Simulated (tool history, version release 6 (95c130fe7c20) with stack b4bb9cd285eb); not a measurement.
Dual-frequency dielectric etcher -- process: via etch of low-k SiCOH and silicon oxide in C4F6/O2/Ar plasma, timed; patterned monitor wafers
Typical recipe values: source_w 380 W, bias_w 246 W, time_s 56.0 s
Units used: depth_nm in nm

| run | hour | source_w | bias_w | time_s | read-back reference wafer on the same gauge, depth_nm | depth_nm |
|---|---|---|---|---|---|---|
| 1 | 0.0 | 380 | 246 | 56.0 | 145.0 | 162.7 |
| 2 | 32.0 | 380 | 246 | 56.0 | 145.0 | 162.9 |
| 3 | 63.0 | 380 | 246 | 56.0 | 145.0 | 162.3 |
| 4 | 122.3 | 380 | 246 | 56.0 | 145.1 | 162.8 |
|  | 276.9 | upper electrode replaced |
| 5 | 337.0 | 380 | 246 | 56.0 | 145.0 | 159.4 |
|  | 366.9 | gauge calibrated |
| 6 | 398.7 | 380 | 246 | 56.0 | 144.7 | 157.3 |
| 7 | 429.0 | 380 | 246 | 56.0 | 144.9 | 158.6 |
| 8 | 498.6 | 380 | 246 | 56.0 | 145.1 | 157.6 |
|  | 524.0 | wet clean of the chamber |
| 9 | 546.6 | 470 | 281 | 56.0 | 145.2 | 193.8 |
| 10 | 570.8 | 460 | 211 | 65.0 | 144.8 | 201.1 |
| 11 | 617.8 | 330 | 200 | 40.5 | 145.0 | 99.9 |
| 12 | 688.2 | 480 | 229 | 41.0 | 145.0 | 133.0 |
|  | 718.5 | bias power generator calibrated |
| 13 | 757.0 | 380 | 207 | 56.0 | 145.0 | 155.2 |
| 14 | 781.8 | 380 | 204 | 56.0 | 144.9 | 154.6 |
|  | 816.5 | source power generator calibrated |
| 15 | 988.5 | 380 | 246 | 56.0 | 145.2 | 161.8 |
|  | 1069.2 | wet clean of the chamber |
| 16 | 1069.7 | 470 | 246 | 45.0 | 144.8 | 150.2 |
| 17 | 1107.9 | 380 | 246 | 63.0 | 145.4 | 186.0 |
| 18 | 1146.1 | 380 | 246 | 56.0 | 145.1 | 165.3 |
| 19 | 1187.5 | 320 | 246 | 56.0 | 144.9 | 148.0 |
| 20 | 1245.0 | 460 | 246 | 56.0 | 145.0 | 184.1 |
| 21 | 1273.2 | 380 | 246 | 56.0 | 144.6 | 165.0 |
| 22 | 1335.4 | 330 | 246 | 60.5 | 145.1 | 161.5 |
| 23 | 1381.5 | 380 | 246 | 56.0 | 145.0 | 162.8 |
| 24 | 1430.1 | 480 | 189 | 56.0 | 145.2 | 170.0 |
| 25 | 1482.1 | 460 | 303 | 56.0 | 144.9 | 193.9 |
|  | 1546.5 | wet clean of the chamber |
| 26 | 1547.0 | 410 | 246 | 69.5 | 144.9 | 213.7 |
| 27 | 1596.4 | 380 | 230 | 39.0 | 145.0 | 111.6 |
| 28 | 1641.2 | 380 | 246 | 56.0 | 145.1 | 163.2 |

Branching from run 28: 5 alternative next runs. What would each branch give?
| A | 1641.6 | 310 | 246 | 56.0 | ? | ? |
| B | 1641.6 | 430 | 280 | 67.5 | ? | ? |
| C | 1641.6 | 300 | 210 | 64.5 | ? | ? |
| D | 1641.6 | 380 | 298 | 56.0 | ? | ? |
| E | 1641.6 | 350 | 200 | 56.0 | ? | ? |

| run | read-back reference wafer on the same gauge, depth_nm | depth_nm |
|---|---|---|
| A | 145.0 | 143.9 |
| B | 145.0 | 223.2 |
| C | 145.0 | 152.9 |
| D | 145.0 | 176.2 |
| E | 145.0 | 145.0 |
The same runs, with their run-to-run variation unchanged, on a tool lacking any hidden condition would have given:
| run | depth_nm |
|---|---|
| A | 146.7 |
| B | 227.5 |
| C | 155.8 |
| D | 179.6 |
| E | 147.7 |

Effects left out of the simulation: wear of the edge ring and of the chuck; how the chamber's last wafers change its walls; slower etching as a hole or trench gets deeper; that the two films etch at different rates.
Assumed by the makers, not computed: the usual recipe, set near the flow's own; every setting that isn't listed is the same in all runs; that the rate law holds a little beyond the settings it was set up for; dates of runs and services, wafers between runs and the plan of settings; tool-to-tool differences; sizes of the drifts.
